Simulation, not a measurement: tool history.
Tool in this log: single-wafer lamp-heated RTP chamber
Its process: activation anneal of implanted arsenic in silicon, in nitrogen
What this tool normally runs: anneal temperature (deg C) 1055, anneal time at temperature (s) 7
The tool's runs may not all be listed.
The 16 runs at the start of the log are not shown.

| run | day | anneal temperature (deg C) | anneal time at temperature (s) | read-back reference wafer on the same gauge, sheet resistance | sheet resistance of the implanted and annealed layer (ohm/square) |
|---|---|---|---|---|---|
| 17 | 17.412 | 1025 | 10 | 280.89 | 278.63 |
|  | 18.308 | reflector plate cleaned |
| 18 | 18.329 | 1064 | 10 | 281.08 | 272.81 |
| 19 | 19.662 | 1070 | 4 | 281.13 | 278.01 |
| 20 | 20.646 | 1055 | 7 | 280.90 | 276.70 |
| 21 | 22.138 | 1055 | 7 | 281.00 | 275.41 |
| 22 | 23.475 | 1055 | 7 | 281.02 | 275.63 |
| 23 | 24.071 | 1085 | 7 | 281.01 | 271.08 |
| 24 | 24.808 | 1083 | 4 | 281.05 | 275.63 |
|  | 25.488 | pyrometer window cleaned and pyrometer calibrated |
| 25 | 26.146 | 1064 | 6 | 281.07 | 276.40 |
| 26 | 27.104 | 1081 | 11 | 281.13 | 268.24 |
|  | 28.592 | reflector plate cleaned |
| 27 | 30.192 | 1083 | 11 | 281.00 | 268.03 |
|  | 31.025 | gauge calibrated |
| 28 | 31.546 | 1044 | 8 | 281.08 | 276.86 |
| 29 | 32.842 | 1055 | 7 | 280.95 | 275.98 |
| 30 | 34.225 | 1055 | 11 | 281.01 | 273.15 |
| 31 | 35.342 | 1069 | 7 | 280.96 | 273.31 |
| 32 | 36.054 | 1040 | 3 | 280.96 | 282.19 |
| 33 | 37.442 | 1029 | 5 | 281.01 | 280.77 |
|  | 38.392 | pyrometer window cleaned and pyrometer calibrated |
| 34 | 38.412 | 1055 | 7 | 281.03 | 277.01 |
| 35 | 38.758 | 1055 | 7 | 280.97 | 278.10 |
| 36 | 39.812 | 1039 | 5 | 281.01 | 281.14 |
|  | 40.446 | reflector plate cleaned |
| 37 | 40.908 | 1055 | 7 | 281.07 | 276.80 |

3 ways to go on from here, each from the tool as it stands after run 37. What would each give?
| A | 40.925 | 1055 | 8 | ? | ? |
| B | 40.925 | 1042 | 7 | ? | ? |
| C | 40.925 | 1076 | 7 | ? | ? |

| run | read-back reference wafer on the same gauge, sheet resistance | sheet resistance of the implanted and annealed layer (ohm/square) |
|---|---|---|
| A | 281.03 | 275.27 |
| B | 281.03 | 277.84 |
| C | 281.03 | 272.81 |
What these runs would have given with no unlogged condition in the tool:
| run | sheet resistance of the implanted and annealed layer (ohm/square) |
|---|---|
| A | 275.68 |
| B | 278.15 |
| C | 273.28 |
